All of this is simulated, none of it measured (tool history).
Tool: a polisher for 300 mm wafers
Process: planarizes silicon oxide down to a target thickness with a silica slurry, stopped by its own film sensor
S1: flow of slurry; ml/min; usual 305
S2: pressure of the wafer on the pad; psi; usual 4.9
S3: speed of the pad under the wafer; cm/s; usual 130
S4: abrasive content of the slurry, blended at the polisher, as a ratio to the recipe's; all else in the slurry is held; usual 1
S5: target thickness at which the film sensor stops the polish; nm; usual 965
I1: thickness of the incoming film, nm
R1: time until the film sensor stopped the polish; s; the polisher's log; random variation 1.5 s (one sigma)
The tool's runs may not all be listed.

run    hour   S1   S2   S3    S4    S5      I1     R1
  1       0  305  4.9  130     1  1080    1406   77.1
  2    85.1  305  4.5  130     1   965  1452.2  119.4
  3     146  305  4.5  130     1   965  1425.5  117.8
        175  -- worn pad replaced by a new one
      185.2  -- slurry blender recalibrated
  4     213  305  5.3  130     1   965  1435.8  108.2
  5   244.2  305  5.3  130     1   965  1451.6  113.8
      246.9  -- conditioning disc replaced and pad reconditioned
  6   306.7  305  5.3  130     1   965    1435  105.3
  7     371  305  4.9  130     1   965  1425.5  106.7
  8     441  250  6.5  150     1   965  1421.1   84.9
  9   492.8  350  4.9  130     1   859  1434.9  135.4
      530.2  -- head pressure recalibrated
 10   561.2  305  5.9  130     1   842  1434.8  127.1
      573.3  -- slurry blender recalibrated
      575.1  -- worn pad replaced by a new one
      599.6  -- slurry nozzle cleaned
      600.9  -- conditioning disc replaced and pad reconditioned
 11   620.7  240  6.3  130     1   965  1441.4  100.8
 12   665.8  305  4.9  110     1  1067  1409.2   93.4
 13   727.2  305  4.9  130   0.8   965  1441.4  132.9
 14   789.5  305  4.9  112   0.8  1100  1411.2   97.1
 15   861.1  200  4.5  162  0.85   965  1418.6  111.3
        905  -- worn pad replaced by a new one
 16   927.7  305  4.9  130     1   965  1443.3  116.9
 17   970.3  305  6.1  130     1   965  1427.9   95.2
      975.5  -- conditioning disc replaced and pad reconditioned
     1002.7  -- slurry blender recalibrated
 18  1010.4  305  4.9  146   1.2   965  1438.4   93.6
 19  1041.2  305  5.3  130     1   965    1442  106.9
 20  1108.9  305  5.3  130     1   965  1443.6  109.7
 21  1157.1  305  4.9  130     1   965  1421.6  110.5
 22    1209  405  3.3  168     1   965  1427.4  107.5
     1226.2  -- worn pad replaced by a new one
 23    1274  305  4.9  164     1   832  1410.7  113.8
 24  1332.5  305  4.9  146     1   965  1428.4    101

What the log doesn't show, run by run:
removal rate lost through wear of the pad, %: 0 in every run
slurry flow missing at the pad, %: 0 in every run
deviation of the head's pressure from its setpoint, %: 0 in every run
abrasive missing from the slurry, %: 0 in every run
time polished since the conditioner stopped cutting, s: 0 in every run
